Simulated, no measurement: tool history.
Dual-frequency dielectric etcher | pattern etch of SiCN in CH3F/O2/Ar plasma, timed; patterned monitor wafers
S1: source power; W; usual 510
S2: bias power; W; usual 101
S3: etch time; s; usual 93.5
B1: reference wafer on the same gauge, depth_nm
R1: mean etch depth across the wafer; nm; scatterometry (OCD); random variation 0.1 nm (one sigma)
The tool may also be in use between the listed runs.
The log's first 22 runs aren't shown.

run 23 hour=1233.1 | S1=610 S2=101 S3=93.5 | B1=50.82 | R1=50.65
run 24 hour=1291.6 | S1=510 S2=101 S3=74.5 | B1=50.83 | R1=37.76
run 25 hour=1354.9 | S1=400 S2=115 S3=79.5 | B1=50.81 | R1=39.35
run 26 hour=1402.5 | S1=510 S2=101 S3=93.5 | B1=50.83 | R1=47.27
run 27 hour=1459.7 | S1=570 S2=101 S3=118.0 | B1=50.80 | R1=61.88
run 28 hour=1492.0 | S1=510 S2=101 S3=93.5 | B1=50.79 | R1=47.17
run 29 hour=1522.2 | S1=570 S2=101 S3=73.5 | B1=50.75 | R1=38.24
run 30 hour=1577.6 | S1=550 S2=112 S3=83.0 | B1=50.82 | R1=44.42

4 ways to go on from here, each from the tool as it stands after run 30. What would each give?
run A hour=1578.0 | S1=510 S2=101 S3=93.5 | B1=? | R1=?
run B hour=1578.0 | S1=390 S2=101 S3=93.5 | B1=? | R1=?
run C hour=1578.0 | S1=590 S2=101 S3=112.0 | B1=? | R1=?
run D hour=1578.0 | S1=470 S2=111 S3=108.5 | B1=? | R1=?

run=A B1=50.82 R1=46.64
run=B B1=50.82 R1=42.72
run=C B1=50.82 R1=58.66
run=D B1=50.82 R1=54.92
Without the tool's hidden state the same runs would have given:
run=A R1=48.25
run=B R1=44.20
run=C R1=60.69
run=D R1=56.81
